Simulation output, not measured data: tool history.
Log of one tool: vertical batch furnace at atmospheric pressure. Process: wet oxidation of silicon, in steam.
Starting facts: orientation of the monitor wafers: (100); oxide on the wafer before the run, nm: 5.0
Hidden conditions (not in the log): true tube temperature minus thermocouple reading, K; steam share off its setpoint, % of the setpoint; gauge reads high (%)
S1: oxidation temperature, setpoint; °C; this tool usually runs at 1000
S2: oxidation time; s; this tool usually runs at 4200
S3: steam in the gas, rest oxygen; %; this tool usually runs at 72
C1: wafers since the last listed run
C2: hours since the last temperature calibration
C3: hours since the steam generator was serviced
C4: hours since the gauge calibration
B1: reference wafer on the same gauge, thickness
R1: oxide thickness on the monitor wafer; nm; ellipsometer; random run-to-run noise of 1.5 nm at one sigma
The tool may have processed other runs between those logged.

Run 1, hour 0: usual settings; C1 0; C2 1845.4; C3 631.9; C4 72.7; B1 389.99. Result: R1 352.51 nm.
Run 2, hour 138.5: usual settings; C1 1278; C2 1983.9; C3 770.4; C4 211.2; B1 389.68. Result: R1 353.83 nm.
Run 3, hour 377.4: usual settings; C1 2204; C2 2222.8; C3 1009.3; C4 450.1; B1 388.9. Result: R1 349.79 nm.
Run 4, hour 422.5: usual settings; C1 416; C2 2267.9; C3 1054.4; C4 495.2; B1 388.38. Result: R1 351.38 nm.
Run 5, hour 497.3: usual settings; C1 690; C2 2342.7; C3 1129.2; C4 570; B1 387.52. Result: R1 349.93 nm.
Run 6, hour 574.6: usual settings; C1 713; C2 2420; C3 1206.5; C4 647.3; B1 387.18. Result: R1 347.87 nm.
At hour 653.8: thermocouples replaced and temperature profile calibrated.
Run 7, hour 796.5: usual settings; C1 1826; C2 142.7; C3 1428.4; C4 869.2; B1 383.79. Result: R1 347.07 nm.
Run 8, hour 892.6: usual settings; C1 886; C2 238.8; C3 1524.5; C4 965.3; B1 382.11. Result: R1 345.27 nm.
Run 9, hour 934.6: usual settings; C1 387; C2 280.8; C3 1566.5; C4 1007.3; B1 381.84. Result: R1 344.31 nm.
Run 10, hour 1011.1: usual settings; C1 706; C2 357.3; C3 1643; C4 1083.8; B1 380.09. Result: R1 343 nm.
Run 11, hour 1063.5: usual settings but S1 976 °C, S2 2130 s; C1 483; C2 409.7; C3 1695.4; C4 1136.2; B1 379.47. Result: R1 169.28 nm.
At hour 1116.9: steam generator serviced.
At hour 1136.5: gauge calibrated.
Run 12, hour 1170: usual settings but S1 978 °C, S2 3480 s, S3 66 %; C1 761; C2 516.2; C3 53.1; C4 33.5; B1 390.43. Result: R1 241.16 nm.
Run 13, hour 1214.4: usual settings but S1 1006 °C, S2 3360 s, S3 67 %; C1 409; C2 560.6; C3 97.5; C4 77.9; B1 390.43. Result: R1 301.23 nm.
Run 14, hour 1310.3: usual settings but S1 982 °C, S3 69 %; C1 885; C2 656.5; C3 193.4; C4 173.8; B1 389.99. Result: R1 294.48 nm.
Run 15, hour 1408.6: usual settings but S1 1020 °C, S2 2940 s; C1 907; C2 754.8; C3 291.7; C4 272.1; B1 389.31. Result: R1 318.69 nm.
Run 16, hour 1499.3: usual settings; C1 837; C2 845.5; C3 382.4; C4 362.8; B1 389.57. Result: R1 353.51 nm.
Run 17, hour 1573.9: usual settings; C1 688; C2 920.1; C3 457; C4 437.4; B1 388.87. Result: R1 350.6 nm.
Run 18, hour 1646.4: usual settings but S2 4950 s, S3 77 %; C1 669; C2 992.6; C3 529.5; C4 509.9; B1 388.71. Result: R1 412.31 nm.
Run 19, hour 1698: usual settings but S1 1011 °C, S3 81 %; C1 476; C2 1044.2; C3 581.1; C4 561.5; B1 387.6. Result: R1 407.56 nm.
Run 20, hour 1766: usual settings; C1 627; C2 1112.2; C3 649.1; C4 629.5; B1 387.42. Result: R1 349.85 nm.

3 ways to go on from here, each from the tool as it stands after run 20. What would each give?
Run A, hour 1771.6: usual settings but S1 1007 °C; C1 51; C2 1117.8; C3 654.7; C4 635.1; B1 ?. Result: R1 ?.
Run B, hour 1771.6: usual settings but S1 987 °C; C1 51; C2 1117.8; C3 654.7; C4 635.1; B1 ?. Result: R1 ?.
Run C, hour 1771.6: usual settings but S2 5880 s, S3 78 %; C1 51; C2 1117.8; C3 654.7; C4 635.1; B1 ?. Result: R1 ?.

run     B1      R1
  A  387.4  368.89
  B  387.4  317.22
  C  387.4  464.25
Stripped of hidden state, with their random variation kept, the same runs would have yielded:
run      R1
  A  370.67
  B  318.76
  C  466.49
